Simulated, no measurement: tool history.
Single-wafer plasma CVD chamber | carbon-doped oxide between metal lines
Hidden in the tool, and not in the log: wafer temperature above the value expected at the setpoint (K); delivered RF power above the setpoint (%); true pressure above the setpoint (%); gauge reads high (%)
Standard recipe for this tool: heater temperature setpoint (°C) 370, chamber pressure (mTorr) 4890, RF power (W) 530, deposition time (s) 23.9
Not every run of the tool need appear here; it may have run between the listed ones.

run     day  heater temperature setpoint (°C)  chamber pressure (mTorr)  RF power (W)  deposition time (s)  wafers since the last listed run  hours since the last thermocouple change  hours since the last RF generator calibration  hours since the last manometer calibration  hours since the showerhead was replaced  hours since the gauge calibration  read-back reference wafer on the same gauge, thickness_nm  mean film thickness on the monitor wafer (Å)
  1       0                               370                      4890           530                 23.9                                 0                                     198.7                                          977.7                                      1387.3                                   4609.7                               1830                                                     119.01                                       1218.45
  2   3.596                               370                      4890           530                 23.9                              2132                                       285                                           1064                                      1473.6                                     4696                             1916.3                                                    118.949                                       1214.68
  3  12.308                               370                      4890           530                 23.9                              5166                                     494.1                                         1273.1                                      1682.7                                   4905.1                             2125.4                                                    118.986                                       1206.43
  4  18.512                               370                      4890           530                 23.9                              3678                                       643                                           1422                                      1831.6                                     5054                             2274.3                                                    118.918                                       1206.29
  5  22.525                               370                      4890           530                 23.9                              2379                                     739.3                                         1518.3                                      1927.9                                   5150.3                             2370.6                                                    119.012                                       1206.18
  6    24.5                               370                      4890           530                 23.9                              1171                                     786.7                                         1565.7                                      1975.3                                   5197.7                               2418                                                    119.089                                       1201.23
  7    28.1                               370                      4890           530                 23.9                              2134                                     873.1                                         1652.1                                      2061.7                                   5284.1                             2504.4                                                    119.029                                        1208.6
      30.05  -- gauge calibrated
  8  31.267                               370                      4890           530                 23.9                              1877                                     949.1                                         1728.1                                      2137.7                                   5360.1                               29.2                                                    119.056                                       1203.26
     33.575  -- RF generator calibrated
  9  34.912                               370                      4890           530                 23.9                              1964                                    1036.6                                           32.1                                      2225.2                                   5447.6                              116.7                                                    119.146                                       1206.82
     36.138  -- thermocouple changed; heater temperature recalibrated
 10  36.567                               370                      4890           530                 23.9                               783                                      10.3                                           71.8                                      2264.9                                   5487.3                              156.4                                                    118.975                                       1225.65
 11    38.2                               370                      4890           530                 23.9                               968                                      49.5                                            111                                      2304.1                                   5526.5                              195.6                                                     118.94                                       1229.06
     38.825  -- showerhead replaced
 12  40.654                               382                      4890           530                 23.9                              1257                                     108.4                                          169.9                                        2363                                     43.9                              254.5                                                    119.029                                       1184.76
 13   42.95                               375                      4890           530                 26.8                              1361                                     163.5                                            225                                      2418.1                                       99                              309.6                                                    119.006                                       1347.27
     43.367  -- capacitance manometer re-zeroed and calibrated
 14    45.6                               364                      4890           585                 28.3                              1373                                     227.1                                          288.6                                        53.6                                    162.6                              373.2                                                    119.053                                       1546.43
 15  48.888                               364                      4890           530                 23.9                              1949                                       306                                          367.5                                       132.5                                    241.5                              452.1                                                     119.06                                       1227.99
 16  52.412                               370                      4890           430                 23.9                              2090                                     390.6                                          452.1                                       217.1                                    326.1                              536.7                                                    118.907                                       1030.33
 17  54.933                               370                      4890           530                 23.9                              1494                                     451.1                                          512.6                                       277.6                                    386.6                              597.2                                                    118.961                                       1211.13
 18  58.562                               370                      3750           610                 23.9                              2151                                     538.2                                          599.7                                       364.7                                    473.7                              684.3                                                    118.931                                       1282.57
 19  60.275                               377                      4890           530                 23.9                              1015                                     579.3                                          640.8                                       405.8                                    514.8                              725.4                                                    119.009                                        1182.4
 20  63.754                               370                      4890           530                   22                              2062                                     662.8                                          724.3                                       489.3                                    598.3                              808.9                                                    118.918                                       1112.18
 21  66.896                               370                      4890           530                 23.9                              1862                                     738.2                                          799.7                                       564.7                                    673.7                              884.3                                                    119.012                                       1207.89
 22  70.029                               370                      4890           530                 23.9                              1857                                     813.4                                          874.9                                       639.9                                    748.9                              959.5                                                    118.988                                       1201.93
     72.258  -- thermocouple changed; heater temperature recalibrated
 23  73.108                               379                      3700           450                 26.7                              1628                                      20.4                                          948.8                                       713.8                                    822.8                             1033.4                                                    119.033                                       1123.28
 24  75.612                               370                      4890           530                 23.9                              1484                                      80.5                                         1008.9                                       773.9                                    882.9                             1093.5                                                    119.037                                       1217.23
 25    77.5                               366                      4890           570                 23.9                              1119                                     125.8                                         1054.2                                       819.2                                    928.2                             1138.8                                                    118.951                                       1292.13
 26  81.696                               375                      4050           435                   22                              2487                                     226.5                                         1154.9                                       919.9                                   1028.9                             1239.5                                                    119.114                                        927.06

The tool's hidden state at each run:
delivered RF power above the setpoint (%): 0 across all the runs
gauge reads high (%): 0 across all the runs
H1: wafer temperature above the value expected at the setpoint (K)
H2: true pressure above the setpoint (%)
run       H1     H2
  1     1.26   6.49
  2      1.8   6.64
  3     3.12   6.96
  4     4.06   7.15
  5     4.66   7.25
  6     4.96    7.3
  7     5.51   7.37
  8     5.99   7.44
  9     6.54    7.5
 10   -0.632   7.53
 11   -0.385   7.55
 12  -0.0136   7.59
 13    0.334   7.62
 14    0.735  0.543
 15     1.23   1.25
 16     1.77   1.94
 17     2.15    2.4
 18      2.7   2.99
 19     2.95   3.25
 20     3.48   3.75
 21     3.96   4.15
 22     4.43   4.52
 23     0.62   4.85
 24    0.999    5.1
 25     1.28   5.28
 26     1.92   5.63

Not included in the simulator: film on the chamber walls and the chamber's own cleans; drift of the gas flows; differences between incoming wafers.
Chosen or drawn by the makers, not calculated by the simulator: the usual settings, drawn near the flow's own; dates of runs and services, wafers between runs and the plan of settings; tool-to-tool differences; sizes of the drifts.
